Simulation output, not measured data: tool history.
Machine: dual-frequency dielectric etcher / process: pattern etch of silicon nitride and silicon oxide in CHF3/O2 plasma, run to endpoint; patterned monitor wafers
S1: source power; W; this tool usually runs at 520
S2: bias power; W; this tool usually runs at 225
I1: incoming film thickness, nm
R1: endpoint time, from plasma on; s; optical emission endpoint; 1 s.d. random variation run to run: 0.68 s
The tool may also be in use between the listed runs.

run     day   S1   S2     I1     R1
  1   0.000  520  225  159.1   99.2
      0.296  -- wet clean of the chamber
  2   3.438  580  243  158.7   97.3
  3   5.788  580  243  158.9   95.5
  4  10.058  580  243  158.3   95.2
  5  13.075  520  225  159.5  101.9
     15.275  -- upper electrode replaced
  6  15.296  520  225  157.6  101.2
  7  16.588  520  225  158.2  100.6
  8  19.175  520  225  158.2  100.6
  9  21.883  520  225  159.4  100.6
     24.333  -- wet clean of the chamber
 10  26.300  390  225  157.4  116.3
 11  31.421  560  185  158.6  106.3
     33.383  -- source power generator calibrated
 12  34.042  570  178  156.8  103.2
     34.462  -- bias power generator calibrated
 13  36.733  610  258  158.5   90.5
 14  39.058  620  201  157.5   96.4
 15  41.083  520  225  158.6   99.7
 16  43.500  610  259  158.0   89.5

Predict each of these 3 candidate next runs independently; none follows another, all start after run 16:
  A  43.521  520  225  159.7   ?
  B  43.521  400  210  159.7   ?
  C  43.521  520  197  159.7   ?

run     R1
  A  100.7
  B  114.3
  C  104.8
Without the tool's unlogged condition, the same runs would have read:
run     R1
  A  104.4
  B  118.5
  C  108.7

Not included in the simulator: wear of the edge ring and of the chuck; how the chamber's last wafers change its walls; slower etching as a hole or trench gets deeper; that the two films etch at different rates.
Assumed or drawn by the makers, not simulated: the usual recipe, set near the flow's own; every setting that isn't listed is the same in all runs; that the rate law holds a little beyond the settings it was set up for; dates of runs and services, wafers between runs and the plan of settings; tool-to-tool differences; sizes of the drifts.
